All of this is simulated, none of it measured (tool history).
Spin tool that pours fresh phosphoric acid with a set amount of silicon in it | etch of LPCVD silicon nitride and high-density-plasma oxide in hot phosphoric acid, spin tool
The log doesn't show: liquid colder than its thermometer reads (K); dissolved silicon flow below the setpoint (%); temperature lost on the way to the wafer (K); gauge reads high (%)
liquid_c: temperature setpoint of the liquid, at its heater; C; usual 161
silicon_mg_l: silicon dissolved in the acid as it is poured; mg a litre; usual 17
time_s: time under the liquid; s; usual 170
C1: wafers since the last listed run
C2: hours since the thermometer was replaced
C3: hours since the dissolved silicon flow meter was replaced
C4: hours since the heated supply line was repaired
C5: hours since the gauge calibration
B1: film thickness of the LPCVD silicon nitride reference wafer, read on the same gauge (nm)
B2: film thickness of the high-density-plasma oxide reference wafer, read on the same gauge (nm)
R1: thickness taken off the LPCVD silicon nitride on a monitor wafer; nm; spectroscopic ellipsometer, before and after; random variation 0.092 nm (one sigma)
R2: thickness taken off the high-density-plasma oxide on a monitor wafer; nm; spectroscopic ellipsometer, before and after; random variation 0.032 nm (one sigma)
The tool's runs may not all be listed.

Run 1, hour 0: usual settings but liquid_c 159 C, silicon_mg_l 23.5 mg a litre; C1 0; C2 765.3; C3 1406.3; C4 1679.9; C5 171.1; B1 29.61; B2 59.201. Result: R1 14.2 nm, R2 0.388 nm.
Run 2, hour 22.6: usual settings but liquid_c 159 C, silicon_mg_l 23.5 mg a litre; C1 163; C2 787.9; C3 1428.9; C4 1702.5; C5 193.7; B1 29.59; B2 59.165. Result: R1 14.05 nm, R2 0.359 nm.
Run 3, hour 54.4: usual settings; C1 229; C2 819.7; C3 1460.7; C4 1734.3; C5 225.5; B1 29.51; B2 59.052. Result: R1 15.03 nm, R2 0.504 nm.
Run 4, hour 78.1: usual settings; C1 171; C2 843.4; C3 1484.4; C4 1758; C5 249.2; B1 29.5; B2 58.992. Result: R1 15.06 nm, R2 0.499 nm.
Run 5, hour 105.6: usual settings but time_s 195 s; C1 198; C2 870.9; C3 1511.9; C4 1785.5; C5 276.7; B1 29.48; B2 58.947. Result: R1 17.19 nm, R2 0.523 nm.
Run 6, hour 140.1: usual settings but time_s 195 s; C1 249; C2 905.4; C3 1546.4; C4 1820; C5 311.2; B1 29.48; B2 58.935. Result: R1 17.15 nm, R2 0.579 nm.
Run 7, hour 152.3: usual settings but liquid_c 158.5 C; C1 88; C2 917.6; C3 1558.6; C4 1832.2; C5 323.4; B1 29.45; B2 58.903. Result: R1 13.86 nm, R2 0.408 nm.
At hour 160.3: heated supply line repaired.
Run 8, hour 187: usual settings but silicon_mg_l 27 mg a litre, time_s 215 s; C1 243; C2 952.3; C3 1593.3; C4 26.7; C5 358.1; B1 29.44; B2 58.898. Result: R1 18.71 nm, R2 0.479 nm.
At hour 197.1: dissolved silicon flow meter replaced.
Run 9, hour 215.4: usual settings but silicon_mg_l 7.5 mg a litre; C1 197; C2 980.7; C3 18.3; C4 55.1; C5 386.5; B1 29.43; B2 58.891. Result: R1 14.99 nm, R2 0.62 nm.
Run 10, hour 242.8: usual settings but silicon_mg_l 23 mg a litre; C1 197; C2 1008.1; C3 45.7; C4 82.5; C5 413.9; B1 29.43; B2 58.807. Result: R1 14.94 nm, R2 0.406 nm.
Run 11, hour 267.2: usual settings but time_s 245 s; C1 176; C2 1032.5; C3 70.1; C4 106.9; C5 438.3; B1 29.41; B2 58.783. Result: R1 21.66 nm, R2 0.737 nm.
Run 12, hour 320.4: usual settings but liquid_c 159.5 C; C1 384; C2 1085.7; C3 123.3; C4 160.1; C5 491.5; B1 29.38; B2 58.753. Result: R1 14.16 nm, R2 0.484 nm.
Run 13, hour 349.1: usual settings but liquid_c 158.5 C, silicon_mg_l 28.5 mg a litre, time_s 240 s; C1 207; C2 1114.4; C3 152; C4 188.8; C5 520.2; B1 29.37; B2 58.74. Result: R1 19.25 nm, R2 0.424 nm.
At hour 362.8: gauge calibrated.
Run 14, hour 365: usual settings but liquid_c 163.5 C, silicon_mg_l 26 mg a litre, time_s 230 s; C1 114; C2 1130.3; C3 167.9; C4 204.7; C5 2.2; B1 29.99; B2 60.014. Result: R1 22.64 nm, R2 0.6 nm.
At hour 376.9: thermometer replaced.
Run 15, hour 389.6: usual settings but time_s 240 s; C1 170; C2 12.7; C3 192.5; C4 229.3; C5 26.8; B1 29.91; B2 59.832. Result: R1 21.42 nm, R2 0.759 nm.
Run 16, hour 404.8: usual settings; C1 109; C2 27.9; C3 207.7; C4 244.5; C5 42; B1 29.89; B2 59.686. Result: R1 15.35 nm, R2 0.561 nm.
Run 17, hour 429.5: usual settings but liquid_c 163 C; C1 178; C2 52.6; C3 232.4; C4 269.2; C5 66.7; B1 29.79; B2 59.634. Result: R1 16.2 nm, R2 0.609 nm.
Run 18, hour 452: usual settings but liquid_c 158.5 C, silicon_mg_l 28.5 mg a litre, time_s 240 s; C1 162; C2 75.1; C3 254.9; C4 291.7; C5 89.2; B1 29.75; B2 59.507. Result: R1 19.72 nm, R2 0.401 nm.
Run 19, hour 470.8: usual settings but time_s 80 s; C1 135; C2 93.9; C3 273.7; C4 310.5; C5 108; B1 29.73; B2 59.44. Result: R1 7.06 nm, R2 0.24 nm.
Run 20, hour 536: usual settings but liquid_c 158 C, silicon_mg_l 26 mg a litre, time_s 100 s; C1 471; C2 159.1; C3 338.9; C4 375.7; C5 173.2; B1 29.57; B2 59.19. Result: R1 7.98 nm, R2 0.192 nm.

Some steps in R1 between neighbouring runs. How much of each would the tool show without its hidden state too (settings, what came in, random variation), and how much is left for the hidden state, with any gauge scatter that isn't in both results?
Run 10 -> 11: silicon_mg_l 23 -> 17, time_s 170 -> 245. R1 +6.72 nm: hidden state -0.15, all else +6.87.
Run 11 -> 12: liquid_c 161 -> 159.5, time_s 245 -> 170. R1 -7.5 nm: hidden state +0.15, all else -7.65.
Run 13 -> 14: liquid_c 158.5 -> 163.5, silicon_mg_l 28.5 -> 26, time_s 240 -> 230, gauge calibrated. R1 +3.39 nm: hidden state +0.42, all else +2.97.
Run 18 -> 19: liquid_c 158.5 -> 161, silicon_mg_l 28.5 -> 17, time_s 240 -> 80. R1 -12.66 nm: hidden state +0.09, all else -12.75.
